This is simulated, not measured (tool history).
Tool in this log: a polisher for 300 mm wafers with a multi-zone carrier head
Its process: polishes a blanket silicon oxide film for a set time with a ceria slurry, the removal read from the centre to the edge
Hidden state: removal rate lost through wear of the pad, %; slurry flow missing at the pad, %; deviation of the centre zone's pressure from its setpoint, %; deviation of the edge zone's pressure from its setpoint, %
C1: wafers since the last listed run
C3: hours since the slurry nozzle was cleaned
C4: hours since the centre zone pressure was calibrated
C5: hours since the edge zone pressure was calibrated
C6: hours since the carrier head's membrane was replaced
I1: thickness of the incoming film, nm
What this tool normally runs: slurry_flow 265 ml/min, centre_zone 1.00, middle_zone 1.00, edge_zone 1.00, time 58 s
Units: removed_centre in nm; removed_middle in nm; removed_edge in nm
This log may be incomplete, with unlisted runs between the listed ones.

run 1 hour=0.0 | slurry_flow=190 centre_zone=1.00 middle_zone=1.00 edge_zone=1.00 time=58 | C1=0 wafers_polished_on_this_pad=5783 C3=5.6 C4=6.1 C5=934.5 C6=258.3 | I1=888.5 | removed_centre=189.4 removed_middle=192.3 removed_edge=199.7
run 2 hour=70.2 | slurry_flow=265 centre_zone=1.00 middle_zone=1.00 edge_zone=1.00 time=58 | C1=941 wafers_polished_on_this_pad=6725 C3=75.8 C4=76.3 C5=1004.7 C6=328.5 | I1=888.1 | removed_centre=203.4 removed_middle=192.2 removed_edge=202.9
-- hour=113.5 edge zone pressure recalibrated
run 3 hour=139.9 | slurry_flow=265 centre_zone=1.00 middle_zone=1.00 edge_zone=1.00 time=58 | C1=908 wafers_polished_on_this_pad=7633 C3=145.5 C4=146.0 C5=26.4 C6=398.2 | I1=881.0 | removed_centre=199.8 removed_middle=195.0 removed_edge=202.0
-- hour=151.3 worn pad replaced by a new one
run 4 hour=176.0 | slurry_flow=265 centre_zone=1.00 middle_zone=1.00 edge_zone=1.00 time=58 | C1=430 wafers_polished_on_this_pad=331 C3=181.6 C4=182.1 C5=62.5 C6=434.3 | I1=878.5 | removed_centre=213.5 removed_middle=207.7 removed_edge=208.3
run 5 hour=235.6 | slurry_flow=265 centre_zone=1.07 middle_zone=0.96 edge_zone=0.90 time=77 | C1=799 wafers_polished_on_this_pad=1130 C3=241.2 C4=241.7 C5=122.1 C6=493.9 | I1=879.1 | removed_centre=294.0 removed_middle=261.3 removed_edge=263.2
run 6 hour=313.0 | slurry_flow=265 centre_zone=1.00 middle_zone=1.05 edge_zone=1.00 time=39 | C1=1038 wafers_polished_on_this_pad=2169 C3=318.6 C4=319.1 C5=199.5 C6=571.3 | I1=880.5 | removed_centre=143.0 removed_middle=143.6 removed_edge=138.1
run 7 hour=360.7 | slurry_flow=265 centre_zone=1.00 middle_zone=1.00 edge_zone=1.00 time=58 | C1=640 wafers_polished_on_this_pad=2809 C3=366.3 C4=366.8 C5=247.2 C6=619.0 | I1=887.7 | removed_centre=209.4 removed_middle=203.5 removed_edge=200.9
run 8 hour=408.4 | slurry_flow=335 centre_zone=0.90 middle_zone=1.04 edge_zone=1.00 time=45 | C1=640 wafers_polished_on_this_pad=3449 C3=414.0 C4=414.5 C5=294.9 C6=666.7 | I1=883.0 | removed_centre=146.2 removed_middle=162.8 removed_edge=163.3
run 9 hour=498.4 | slurry_flow=295 centre_zone=0.90 middle_zone=0.91 edge_zone=1.00 time=58 | C1=1207 wafers_polished_on_this_pad=4657 C3=504.0 C4=504.5 C5=384.9 C6=756.7 | I1=881.3 | removed_centre=186.8 removed_middle=184.1 removed_edge=206.6
-- hour=561.3 slurry nozzle cleaned
-- hour=683.2 worn pad replaced by a new one
run 10 hour=745.8 | slurry_flow=230 centre_zone=1.00 middle_zone=1.07 edge_zone=1.04 time=72 | C1=3252 wafers_polished_on_this_pad=839 C3=184.5 C4=751.9 C5=632.3 C6=1004.1 | I1=881.2 | removed_centre=257.7 removed_middle=264.9 removed_edge=264.9
run 11 hour=807.2 | slurry_flow=265 centre_zone=1.00 middle_zone=1.00 edge_zone=1.00 time=58 | C1=823 wafers_polished_on_this_pad=1663 C3=245.9 C4=813.3 C5=693.7 C6=1065.5 | I1=874.0 | removed_centre=209.2 removed_middle=202.6 removed_edge=211.2
-- hour=834.1 centre zone pressure recalibrated
run 12 hour=847.8 | slurry_flow=325 centre_zone=1.00 middle_zone=1.00 edge_zone=0.94 time=58 | C1=517 wafers_polished_on_this_pad=2181 C3=286.5 C4=13.7 C5=734.3 C6=1106.1 | I1=883.0 | removed_centre=210.7 removed_middle=203.4 removed_edge=202.7
run 13 hour=914.9 | slurry_flow=265 centre_zone=0.89 middle_zone=1.04 edge_zone=1.07 time=58 | C1=900 wafers_polished_on_this_pad=3082 C3=353.6 C4=80.8 C5=801.4 C6=1173.2 | I1=875.5 | removed_centre=179.6 removed_middle=208.9 removed_edge=216.1
run 14 hour=963.0 | slurry_flow=265 centre_zone=1.00 middle_zone=0.92 edge_zone=1.00 time=68 | C1=645 wafers_polished_on_this_pad=3727 C3=401.7 C4=128.9 C5=849.5 C6=1221.3 | I1=889.2 | removed_centre=238.6 removed_middle=218.2 removed_edge=238.1
run 15 hour=1027.1 | slurry_flow=265 centre_zone=1.08 middle_zone=1.00 edge_zone=1.00 time=58 | C1=860 wafers_polished_on_this_pad=4587 C3=465.8 C4=193.0 C5=913.6 C6=1285.4 | I1=876.3 | removed_centre=223.7 removed_middle=198.7 removed_edge=204.3
-- hour=1064.6 slurry nozzle cleaned
-- hour=1066.5 edge zone pressure recalibrated
run 16 hour=1108.5 | slurry_flow=320 centre_zone=0.95 middle_zone=1.00 edge_zone=1.09 time=58 | C1=1052 wafers_polished_on_this_pad=5639 C3=43.9 C4=274.4 C5=42.0 C6=1366.8 | I1=889.8 | removed_centre=196.7 removed_middle=198.5 removed_edge=214.7
-- hour=1142.8 carrier head's membrane replaced by a new one
run 17 hour=1147.2 | slurry_flow=230 centre_zone=1.00 middle_zone=1.07 edge_zone=1.04 time=72 | C1=452 wafers_polished_on_this_pad=6092 C3=82.6 C4=313.1 C5=80.7 C6=4.4 | I1=892.8 | removed_centre=249.3 removed_middle=255.1 removed_edge=256.4
run 18 hour=1253.0 | slurry_flow=265 centre_zone=1.09 middle_zone=1.00 edge_zone=1.00 time=73 | C1=1419 wafers_polished_on_this_pad=7511 C3=188.4 C4=418.9 C5=186.5 C6=110.2 | I1=876.6 | removed_centre=273.9 removed_middle=246.9 removed_edge=253.2
-- hour=1277.6 worn pad replaced by a new one
run 19 hour=1341.7 | slurry_flow=265 centre_zone=1.00 middle_zone=1.00 edge_zone=1.00 time=58 | C1=1136 wafers_polished_on_this_pad=860 C3=277.1 C4=507.6 C5=275.2 C6=198.9 | I1=875.7 | removed_centre=210.2 removed_middle=205.3 removed_edge=213.2
run 20 hour=1489.0 | slurry_flow=235 centre_zone=1.08 middle_zone=0.93 edge_zone=0.95 time=58 | C1=1976 wafers_polished_on_this_pad=2836 C3=424.4 C4=654.9 C5=422.5 C6=346.2 | I1=877.8 | removed_centre=217.6 removed_middle=182.1 removed_edge=197.6
run 21 hour=1567.6 | slurry_flow=265 centre_zone=1.00 middle_zone=1.00 edge_zone=1.03 time=58 | C1=1054 wafers_polished_on_this_pad=3891 C3=503.0 C4=733.5 C5=501.1 C6=424.8 | I1=886.6 | removed_centre=205.5 removed_middle=200.4 removed_edge=206.1
-- hour=1588.4 slurry nozzle cleaned
run 22 hour=1615.6 | slurry_flow=265 centre_zone=1.00 middle_zone=1.00 edge_zone=1.00 time=58 | C1=630 wafers_polished_on_this_pad=4521 C3=27.2 C4=781.5 C5=549.1 C6=472.8 | I1=870.4 | removed_centre=202.0 removed_middle=202.0 removed_edge=199.9
run 23 hour=1702.2 | slurry_flow=315 centre_zone=1.00 middle_zone=1.00 edge_zone=1.00 time=68 | C1=1161 wafers_polished_on_this_pad=5683 C3=113.8 C4=868.1 C5=635.7 C6=559.4 | I1=870.8 | removed_centre=243.3 removed_middle=232.3 removed_edge=241.8

How would selected steps in removed_centre from run to run divide? Give the signed amount a tool lacking its hidden state would still show from settings, what came in and random variation, and the signed amount left for the hidden state, including any gauge scatter that is not in both of the compared results.
Run 3 -> 4: worn pad replaced by a new one. removed_centre +13.7 nm: hidden state +12.9, all else +0.8.
Run 4 -> 5: centre_zone 1.00 -> 1.07, middle_zone 1.00 -> 0.96, edge_zone 1.00 -> 0.90, time 58 -> 77. removed_centre +80.5 nm: hidden state -5.7, all else +86.2.
Run 5 -> 6: centre_zone 1.07 -> 1.00, middle_zone 0.96 -> 1.05, edge_zone 0.90 -> 1.00, time 77 -> 39. removed_centre -151.0 nm: hidden state +2.0, all else -153.0.
Run 18 -> 19: centre_zone 1.09 -> 1.00, time 73 -> 58, worn pad replaced by a new one. removed_centre -63.7 nm: hidden state +12.6, all else -76.3.
